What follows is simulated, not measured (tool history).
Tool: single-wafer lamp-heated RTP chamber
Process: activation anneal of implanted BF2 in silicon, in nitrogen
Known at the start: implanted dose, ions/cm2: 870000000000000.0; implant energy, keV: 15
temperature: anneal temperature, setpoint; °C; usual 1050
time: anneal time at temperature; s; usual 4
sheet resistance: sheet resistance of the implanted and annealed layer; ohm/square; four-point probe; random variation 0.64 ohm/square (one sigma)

run	hour	temperature	time	read-back reference wafer on the same gauge, sheet resistance	sheet resistance
1	0.0	1050	4	215.08	220.78
2	39.0	1050	4	214.84	219.94
3	67.8	1050	4	215.00	219.42
4	101.9	1050	4	214.96	219.36
5	131.0	1050	4	215.04	217.87
6	164.7	1032	3	215.30	247.67
7	235.7	1032	3	215.11	245.46
8	290.1	1050	4	215.01	216.75
9	346.3	1050	4	215.01	217.83
# hour 383.5: reflector plate cleaned
10	409.7	1050	4	215.00	216.54
# hour 428.3: pyrometer window cleaned and pyrometer calibrated
11	491.3	1050	4	214.88	221.95
12	533.7	1050	4	215.05	219.34
13	585.1	1050	4	215.36	217.87
14	623.0	1041	4	214.87	227.95
15	669.9	1039	4	214.81	230.92
16	704.4	1035	3	215.10	243.21
17	732.1	1028	5	214.85	236.07
18	790.4	1059	3	214.92	216.09
# hour 821.7: pyrometer window cleaned and pyrometer calibrated
19	837.4	1050	4	214.76	221.15
20	867.4	1038	3	215.12	242.84
21	898.0	1075	4	215.02	194.50
22	922.4	1024	3	215.15	258.56
23	973.4	1028	3	215.36	251.95
24	1032.2	1058	5	214.87	203.19
# hour 1084.0: reflector plate cleaned
25	1243.2	1073	5	214.89	189.07
# hour 1261.7: gauge calibrated
26	1283.0	1050	4	215.05	216.73
# hour 1316.2: pyrometer window cleaned and pyrometer calibrated
27	1334.1	1042	3	215.06	237.74
28	1384.7	1050	4	215.05	219.11
29	1409.5	1060	4	214.91	208.02
30	1451.6	1077	6	215.11	184.03
31	1521.3	1050	4	214.68	217.72
32	1591.1	1025	4	214.99	245.70
33	1621.3	1060	6	215.04	195.60
34	1755.4	1050	4	214.78	215.66
# hour 1813.3: pyrometer window cleaned and pyrometer calibrated
35	1813.8	1023	4	215.14	253.07
36	1863.7	1042	4	214.69	229.21
# hour 1891.8: reflector plate cleaned
37	1892.3	1028	6	214.99	233.77

Forecast each of these 3 alternatives for the next run:
A	1892.7	1050	4	?	?
B	1892.7	1071	5	?	?
C	1892.7	1042	6	?	?

run	read-back reference wafer on the same gauge, sheet resistance	sheet resistance
A	215.15	219.51
B	215.15	192.26
C	215.15	215.75
Without the tool's hidden state the same runs would have given:
run	sheet resistance
A	222.02
B	194.19
C	218.32
